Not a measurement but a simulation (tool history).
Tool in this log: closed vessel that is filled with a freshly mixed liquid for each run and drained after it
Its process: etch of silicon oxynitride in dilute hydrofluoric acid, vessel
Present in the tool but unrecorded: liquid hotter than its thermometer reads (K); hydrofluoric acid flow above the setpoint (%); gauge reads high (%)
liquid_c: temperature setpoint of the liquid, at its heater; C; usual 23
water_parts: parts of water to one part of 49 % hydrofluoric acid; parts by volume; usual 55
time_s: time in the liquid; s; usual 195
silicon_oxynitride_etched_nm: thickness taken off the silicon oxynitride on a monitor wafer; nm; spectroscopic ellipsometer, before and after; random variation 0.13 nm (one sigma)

| run | hour | liquid_c | water_parts | time_s | wafers since the last listed run | hours since the thermometer was replaced | hours since the hydrofluoric acid flow meter was replaced | hours since the gauge calibration | read-back film thickness of the silicon oxynitride reference wafer, read on the same gauge (nm) | silicon_oxynitride_etched_nm |
|---|---|---|---|---|---|---|---|---|---|---|
| 1 | 0 | 23 | 55 | 195 | 0 | 2019.3 | 734.1 | 563.8 | 39.99 | 18.82 |
| 2 | 48.2 | 23 | 55 | 195 | 3959 | 2067.5 | 782.3 | 612 | 39.99 | 18.95 |
| 3 | 89.2 | 23 | 55 | 195 | 3367 | 2108.5 | 823.3 | 653 | 40 | 18.91 |
| 4 | 120.9 | 23 | 55 | 195 | 2603 | 2140.2 | 855 | 684.7 | 39.99 | 19.04 |
| 5 | 169.7 | 23 | 55 | 195 | 4008 | 2189 | 903.8 | 733.5 | 39.98 | 19.05 |
| 6 | 216.1 | 23 | 55 | 195 | 3811 | 2235.4 | 950.2 | 779.9 | 40.01 | 18.91 |
| 7 | 264.4 | 23 | 55 | 195 | 3967 | 2283.7 | 998.5 | 828.2 | 39.99 | 19.22 |
| 8 | 335 | 23 | 55 | 195 | 5799 | 2354.3 | 1069.1 | 898.8 | 40.01 | 19.05 |
| 9 | 402.7 | 23 | 35 | 195 | 5560 | 2422 | 1136.8 | 966.5 | 39.98 | 30.76 |
| 10 | 460.4 | 23 | 55 | 195 | 4739 | 2479.7 | 1194.5 | 1024.2 | 39.99 | 19.19 |
| 11 | 674.4 | 23 | 55 | 195 | 17577 | 2693.7 | 1408.5 | 1238.2 | 40 | 19.33 |
| 12 | 704.9 | 23 | 55 | 195 | 2505 | 2724.2 | 1439 | 1268.7 | 40 | 19.39 |
| 13 | 770.8 | 20 | 80 | 195 | 5412 | 2790.1 | 1504.9 | 1334.6 | 39.99 | 11.34 |
| 14 | 849.7 | 23 | 55 | 255 | 6480 | 2869 | 1583.8 | 1413.5 | 40.03 | 25.63 |
|  | 868.8 | hydrofluoric acid flow meter replaced |
|  | 878 | gauge calibrated |
| 15 | 908.4 | 23 | 75 | 230 | 4739 | 2927.7 | 39.6 | 30.4 | 40 | 16.66 |
| 16 | 957.2 | 21 | 40 | 195 | 4008 | 2976.5 | 88.4 | 79.2 | 40.01 | 25.07 |
| 17 | 988.6 | 26 | 65 | 300 | 2579 | 3007.9 | 119.8 | 110.6 | 39.98 | 29.08 |
| 18 | 1026.2 | 21 | 40 | 120 | 3088 | 3045.5 | 157.4 | 148.2 | 40.01 | 15.19 |
|  | 1071.6 | thermometer replaced |
| 19 | 1079.2 | 23 | 55 | 195 | 4271 | 7.6 | 210.4 | 201.2 | 39.99 | 17.19 |
| 20 | 1119 | 19 | 65 | 230 | 3269 | 47.4 | 250.2 | 241 | 39.98 | 14.21 |
| 21 | 1174.7 | 23 | 55 | 195 | 4575 | 103.1 | 305.9 | 296.7 | 39.99 | 17.36 |
| 22 | 1206.7 | 23 | 85 | 105 | 2628 | 135.1 | 337.9 | 328.7 | 39.99 | 5.96 |
| 23 | 1238.9 | 23 | 55 | 195 | 2644 | 167.3 | 370.1 | 360.9 | 40 | 17.73 |
| 24 | 1308.5 | 18.5 | 75 | 230 | 5716 | 236.9 | 439.7 | 430.5 | 40.02 | 12.03 |
| 25 | 1363.8 | 21 | 40 | 120 | 4542 | 292.2 | 495 | 485.8 | 39.99 | 13.61 |

4 ways to go on from here, each from the tool as it stands after run 25. What would each give?
| A | 1364.5 | 23 | 55 | 195 | 57 | 292.9 | 495.7 | 486.5 | ? | ? |
| B | 1364.5 | 19 | 70 | 305 | 57 | 292.9 | 495.7 | 486.5 | ? | ? |
| C | 1364.5 | 27 | 55 | 195 | 57 | 292.9 | 495.7 | 486.5 | ? | ? |
| D | 1364.5 | 25 | 55 | 235 | 57 | 292.9 | 495.7 | 486.5 | ? | ? |

| run | read-back film thickness of the silicon oxynitride reference wafer, read on the same gauge (nm) | silicon_oxynitride_etched_nm |
|---|---|---|
| A | 40 | 17.63 |
| B | 40 | 17.58 |
| C | 40 | 21.36 |
| D | 40 | 23.4 |
Take away the tool's hidden state, keep each run's random variation, and the runs would have read:
| run | silicon_oxynitride_etched_nm |
|---|---|
| A | 17.19 |
| B | 17.13 |
| C | 20.85 |
| D | 22.83 |
